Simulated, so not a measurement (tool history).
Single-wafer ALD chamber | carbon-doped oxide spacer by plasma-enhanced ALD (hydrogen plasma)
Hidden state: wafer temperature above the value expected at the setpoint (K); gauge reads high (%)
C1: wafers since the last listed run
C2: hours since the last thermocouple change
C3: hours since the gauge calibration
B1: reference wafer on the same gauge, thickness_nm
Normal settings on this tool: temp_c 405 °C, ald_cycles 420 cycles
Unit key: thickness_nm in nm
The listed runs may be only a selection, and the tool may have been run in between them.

Run 1, hour 0.0: usual settings but temp_c 397 °C; C1 0; C2 2406.7; C3 74.1; B1 20.209. Result: thickness_nm 19.880 nm.
Run 2, hour 6.9: usual settings but temp_c 397 °C; C1 6; C2 2413.6; C3 81.0; B1 20.201. Result: thickness_nm 20.047 nm.
Run 3, hour 21.2: usual settings but temp_c 397 °C; C1 13; C2 2427.9; C3 95.3; B1 20.204. Result: thickness_nm 19.869 nm.
Run 4, hour 38.7: usual settings; C1 16; C2 2445.4; C3 112.8; B1 20.203. Result: thickness_nm 19.747 nm.
Run 5, hour 51.0: usual settings; C1 11; C2 2457.7; C3 125.1; B1 20.204. Result: thickness_nm 19.760 nm.
Run 6, hour 68.3: usual settings but ald_cycles 464 cycles; C1 16; C2 2475.0; C3 142.4; B1 20.195. Result: thickness_nm 21.764 nm.
Run 7, hour 80.8: usual settings but ald_cycles 464 cycles; C1 11; C2 2487.5; C3 154.9; B1 20.194. Result: thickness_nm 21.800 nm.
Run 8, hour 88.9: usual settings but ald_cycles 464 cycles; C1 7; C2 2495.6; C3 163.0; B1 20.203. Result: thickness_nm 21.794 nm.
At hour 97.5: thermocouple changed; heater temperature recalibrated.
Run 9, hour 101.7: usual settings; C1 4; C2 4.2; C3 175.8; B1 20.200. Result: thickness_nm 19.723 nm.
Run 10, hour 111.3: usual settings but ald_cycles 450 cycles; C1 9; C2 13.8; C3 185.4; B1 20.198. Result: thickness_nm 21.063 nm.
Run 11, hour 126.5: usual settings but ald_cycles 480 cycles; C1 14; C2 29.0; C3 200.6; B1 20.208. Result: thickness_nm 22.468 nm.
Run 12, hour 135.7: usual settings but temp_c 394 °C, ald_cycles 463 cycles; C1 8; C2 38.2; C3 209.8; B1 20.199. Result: thickness_nm 22.090 nm.
Run 13, hour 144.8: usual settings but temp_c 398 °C, ald_cycles 444 cycles; C1 8; C2 47.3; C3 218.9; B1 20.196. Result: thickness_nm 21.116 nm.
Run 14, hour 158.5: usual settings but temp_c 397 °C; C1 12; C2 61.0; C3 232.6; B1 20.190. Result: thickness_nm 20.128 nm.
At hour 159.8: gauge calibrated.
Run 15, hour 165.3: usual settings but ald_cycles 348 cycles; C1 6; C2 67.8; C3 5.5; B1 20.206. Result: thickness_nm 16.298 nm.
Run 16, hour 183.2: usual settings but temp_c 397 °C, ald_cycles 398 cycles; C1 16; C2 85.7; C3 23.4; B1 20.191. Result: thickness_nm 18.909 nm.
Run 17, hour 198.9: usual settings but ald_cycles 468 cycles; C1 14; C2 101.4; C3 39.1; B1 20.220. Result: thickness_nm 22.043 nm.
Run 18, hour 211.4: usual settings but temp_c 399 °C, ald_cycles 350 cycles; C1 11; C2 113.9; C3 51.6; B1 20.204. Result: thickness_nm 16.695 nm.
Run 19, hour 220.2: usual settings but temp_c 414 °C, ald_cycles 455 cycles; C1 8; C2 122.7; C3 60.4; B1 20.197. Result: thickness_nm 20.813 nm.
Run 20, hour 231.4: usual settings but temp_c 412 °C, ald_cycles 480 cycles; C1 10; C2 133.9; C3 71.6; B1 20.192. Result: thickness_nm 22.025 nm.
Run 21, hour 237.7: usual settings; C1 5; C2 140.2; C3 77.9; B1 20.209. Result: thickness_nm 19.728 nm.

Predict each of these 5 candidate next runs independently; none follows another, all start after run 21:
Run A, hour 238.7: usual settings; C1 0; C2 141.2; C3 78.9; B1 ?. Result: thickness_nm ?.
Run B, hour 238.7: usual settings but temp_c 396 °C, ald_cycles 495 cycles; C1 0; C2 141.2; C3 78.9; B1 ?. Result: thickness_nm ?.
Run C, hour 238.7: usual settings but temp_c 416 °C, ald_cycles 369 cycles; C1 0; C2 141.2; C3 78.9; B1 ?. Result: thickness_nm ?.
Run D, hour 238.7: usual settings but temp_c 401 °C, ald_cycles 364 cycles; C1 0; C2 141.2; C3 78.9; B1 ?. Result: thickness_nm ?.
Run E, hour 238.7: usual settings but ald_cycles 493 cycles; C1 0; C2 141.2; C3 78.9; B1 ?. Result: thickness_nm ?.

run      B1  thickness_nm
  A  20.194        19.564
  B  20.194        23.408
  C  20.194        16.681
  D  20.194        17.137
  E  20.194        22.964
Had the tool no hidden state, the same runs would have come out as:
run  thickness_nm
  A        19.564
  B        23.408
  C        16.681
  D        17.137
  E        22.964

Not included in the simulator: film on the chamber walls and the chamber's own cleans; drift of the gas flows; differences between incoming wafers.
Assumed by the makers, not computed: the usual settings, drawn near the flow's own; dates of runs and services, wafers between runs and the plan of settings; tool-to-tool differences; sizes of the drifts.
